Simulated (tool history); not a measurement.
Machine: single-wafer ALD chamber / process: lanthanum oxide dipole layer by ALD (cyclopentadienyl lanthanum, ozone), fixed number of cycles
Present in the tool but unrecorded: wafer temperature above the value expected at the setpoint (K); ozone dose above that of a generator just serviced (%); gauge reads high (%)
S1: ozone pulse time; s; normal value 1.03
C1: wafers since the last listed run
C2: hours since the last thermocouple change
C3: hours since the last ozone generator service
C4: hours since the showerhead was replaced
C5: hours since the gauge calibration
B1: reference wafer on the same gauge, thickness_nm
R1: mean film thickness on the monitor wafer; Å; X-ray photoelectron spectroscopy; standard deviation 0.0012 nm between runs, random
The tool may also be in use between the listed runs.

run 1 day=0.000 | S1=1.03 | C1=0 C2=767.0 C3=1573.5 C4=3429.4 C5=66.5 | B1=0.506 | R1=4.18
run 2 day=0.700 | S1=1.03 | C1=377 C2=783.8 C3=1590.3 C4=3446.2 C5=83.3 | B1=0.506 | R1=4.14
-- day=1.250 showerhead replaced
run 3 day=1.271 | S1=1.03 | C1=127 C2=797.5 C3=1604.0 C4=0.5 C5=97.0 | B1=0.506 | R1=4.16
run 4 day=1.696 | S1=1.16 | C1=229 C2=807.7 C3=1614.2 C4=10.7 C5=107.2 | B1=0.506 | R1=4.34
run 5 day=2.333 | S1=1.03 | C1=343 C2=823.0 C3=1629.5 C4=26.0 C5=122.5 | B1=0.506 | R1=4.16
run 6 day=2.842 | S1=1.03 | C1=273 C2=835.2 C3=1641.7 C4=38.2 C5=134.7 | B1=0.506 | R1=4.17
run 7 day=3.408 | S1=1.03 | C1=305 C2=848.8 C3=1655.3 C4=51.8 C5=148.3 | B1=0.506 | R1=4.17
run 8 day=3.804 | S1=0.73 | C1=213 C2=858.3 C3=1664.8 C4=61.3 C5=157.8 | B1=0.506 | R1=3.53
-- day=4.646 ozone generator serviced
run 9 day=4.871 | S1=1.24 | C1=395 C2=883.9 C3=5.4 C4=86.9 C5=183.4 | B1=0.506 | R1=4.93
run 10 day=5.538 | S1=1.24 | C1=359 C2=899.9 C3=21.4 C4=102.9 C5=199.4 | B1=0.506 | R1=4.92
-- day=6.000 thermocouple changed; heater temperature recalibrated
run 11 day=6.021 | S1=1.24 | C1=80 C2=0.5 C3=33.0 C4=114.5 C5=211.0 | B1=0.506 | R1=4.92
run 12 day=6.354 | S1=0.82 | C1=179 C2=8.5 C3=41.0 C4=122.5 C5=219.0 | B1=0.506 | R1=4.35
run 13 day=7.088 | S1=1.03 | C1=395 C2=26.1 C3=58.6 C4=140.1 C5=236.6 | B1=0.506 | R1=4.69
run 14 day=7.800 | S1=1.03 | C1=383 C2=43.2 C3=75.7 C4=157.2 C5=253.7 | B1=0.506 | R1=4.70
run 15 day=8.500 | S1=1.03 | C1=377 C2=60.0 C3=92.5 C4=174.0 C5=270.5 | B1=0.506 | R1=4.66
run 16 day=8.833 | S1=1.14 | C1=179 C2=68.0 C3=100.5 C4=182.0 C5=278.5 | B1=0.506 | R1=4.80
run 17 day=9.100 | S1=1.03 | C1=143 C2=74.4 C3=106.9 C4=188.4 C5=284.9 | B1=0.506 | R1=4.65
run 18 day=9.458 | S1=1.03 | C1=193 C2=83.0 C3=115.5 C4=197.0 C5=293.5 | B1=0.506 | R1=4.66
run 19 day=9.746 | S1=1.03 | C1=154 C2=89.9 C3=122.4 C4=203.9 C5=300.4 | B1=0.506 | R1=4.65
run 20 day=10.488 | S1=1.36 | C1=399 C2=107.7 C3=140.2 C4=221.7 C5=318.2 | B1=0.506 | R1=4.98
-- day=10.675 gauge calibrated
run 21 day=11.188 | S1=1.37 | C1=377 C2=124.5 C3=157.0 C4=238.5 C5=12.3 | B1=0.506 | R1=4.98
run 22 day=11.767 | S1=1.03 | C1=312 C2=138.4 C3=170.9 C4=252.4 C5=26.2 | B1=0.506 | R1=4.60
run 23 day=12.058 | S1=1.41 | C1=157 C2=145.4 C3=177.9 C4=259.4 C5=33.2 | B1=0.506 | R1=4.99
run 24 day=12.367 | S1=1.28 | C1=166 C2=152.8 C3=185.3 C4=266.8 C5=40.6 | B1=0.506 | R1=4.89
run 25 day=13.079 | S1=1.44 | C1=383 C2=169.9 C3=202.4 C4=283.9 C5=57.7 | B1=0.506 | R1=5.00
run 26 day=13.708 | S1=1.40 | C1=339 C2=185.0 C3=217.5 C4=299.0 C5=72.8 | B1=0.506 | R1=4.98
run 27 day=14.267 | S1=0.78 | C1=300 C2=198.4 C3=230.9 C4=312.4 C5=86.2 | B1=0.506 | R1=4.15
run 28 day=14.842 | S1=1.31 | C1=309 C2=212.2 C3=244.7 C4=326.2 C5=100.0 | B1=0.506 | R1=4.88
run 29 day=15.129 | S1=0.70 | C1=154 C2=219.1 C3=251.6 C4=333.1 C5=106.9 | B1=0.506 | R1=3.96
run 30 day=15.754 | S1=0.65 | C1=336 C2=234.1 C3=266.6 C4=348.1 C5=121.9 | B1=0.506 | R1=3.82
run 31 day=16.317 | S1=1.35 | C1=303 C2=247.6 C3=280.1 C4=361.6 C5=135.4 | B1=0.506 | R1=4.94
run 32 day=16.862 | S1=1.25 | C1=294 C2=260.7 C3=293.2 C4=374.7 C5=148.5 | B1=0.506 | R1=4.83
run 33 day=17.175 | S1=0.89 | C1=168 C2=268.2 C3=300.7 C4=382.2 C5=156.0 | B1=0.506 | R1=4.33
run 34 day=17.429 | S1=1.39 | C1=136 C2=274.3 C3=306.8 C4=388.3 C5=162.1 | B1=0.506 | R1=4.94

A few steps of R1 between consecutive runs. Split each: what settings, incoming material and random variation would produce without the hidden state, and what is left over for the hidden state, along with gauge scatter present in only one of the two compared results (measured, and without hidden state):
Run 7 -> 8: S1 1.03 -> 0.73. R1 -0.64 Å: hidden state -0.10, all else -0.54.
Run 8 -> 9: S1 0.73 -> 1.24, ozone generator serviced. R1 +1.40 Å: hidden state +0.67, all else +0.73.
Run 26 -> 27: S1 1.40 -> 0.78. R1 -0.83 Å: hidden state -0.10, all else -0.73.
Run 28 -> 29: S1 1.31 -> 0.70. R1 -0.92 Å: hidden state -0.08, all else -0.84.
Run 30 -> 31: S1 0.65 -> 1.35. R1 +1.12 Å: hidden state +0.08, all else +1.04.
